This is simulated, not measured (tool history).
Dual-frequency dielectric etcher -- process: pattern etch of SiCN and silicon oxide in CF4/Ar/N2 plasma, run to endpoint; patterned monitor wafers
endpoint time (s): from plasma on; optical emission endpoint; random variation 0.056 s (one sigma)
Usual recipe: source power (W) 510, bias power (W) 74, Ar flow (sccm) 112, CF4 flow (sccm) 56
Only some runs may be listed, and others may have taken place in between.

run,hour,source power (W),bias power (W),Ar flow (sccm),CF4 flow (sccm),"incoming incoming film thickness, nm",endpoint time (s)
1,0,510,69,94,56,16.87,19.3
2,77.3,510,69,94,56,16.71,19.1
3,127.5,610,74,112,56,16.75,17.3
4,222.1,610,74,112,56,16.86,17.2
5,313.6,510,74,112,56,16.75,19.2
6,406.3,510,74,112,56,16.76,19.3
7,463.8,510,74,112,56,16.9,19.4
8,776.5,510,74,112,56,16.72,18.9
9,833.1,510,74,112,56,16.91,19.1
10,939.7,410,74,122,64,16.83,21.5
11,982.6,610,63,112,49,16.84,18.2
12,1091,560,80,102,51,16.84,17.5
13,1122.4,510,74,112,56,16.68,18.6
14,1177.9,510,74,129,56,16.86,19.3
15,1284.5,570,74,120,46,16.9,18.6
16,1364.8,570,74,120,46,16.73,18.4
17,1461,510,74,112,56,16.81,19.1
18,1534.9,510,69,94,56,16.69,18.7
19,1597.8,510,74,96,56,16.6,18.4

Removed from this log: 9 entries logged between the listed runs. Between which two listed runs does each belong, and how does the tool's hidden state at the listed run before it compare with that at the listed run after it?
In the gap between runs 3 and 4: wet clean of the chamber (hour 221.6)
  etch rate over this chamber's usual, %: -1.59 -> -0.176; source power that arrives over what is set, %: -3.73 -> -3.85
  measured minus no-state result, endpoint time (s): +0.6 -> +0.4
In the gap between runs 7 and 8: bias power generator calibrated (hour 571.9); wet clean of the chamber (hour 635.2); CF4 flow controller replaced (hour 638.8); source power generator calibrated (hour 748.6)
  etch rate over this chamber's usual, %: -1.1 -> -0.79; source power that arrives over what is set, %: -4.15 -> -1.02
  measured minus no-state result, endpoint time (s): +0.7 -> +0.3
In the gap between runs 9 and 10: upper electrode replaced (hour 876.8); Ar flow controller replaced (hour 901.5)
  etch rate over this chamber's usual, %: -1.01 -> -1.41; source power that arrives over what is set, %: -1.09 -> -1.22
  measured minus no-state result, endpoint time (s): +0.3 -> +0.5
In the gap between runs 11 and 12: wet clean of the chamber (hour 1090.5)
  etch rate over this chamber's usual, %: -1.58 -> 0.268; source power that arrives over what is set, %: -1.28 -> -1.41
  measured minus no-state result, endpoint time (s): +0.5 -> +0.1
In the gap between runs 17 and 18: wet clean of the chamber (hour 1486.5)
  etch rate over this chamber's usual, %: -1.15 -> -0.386; source power that arrives over what is set, %: -1.87 -> -1.96
  measured minus no-state result, endpoint time (s): +0.4 -> +0.3
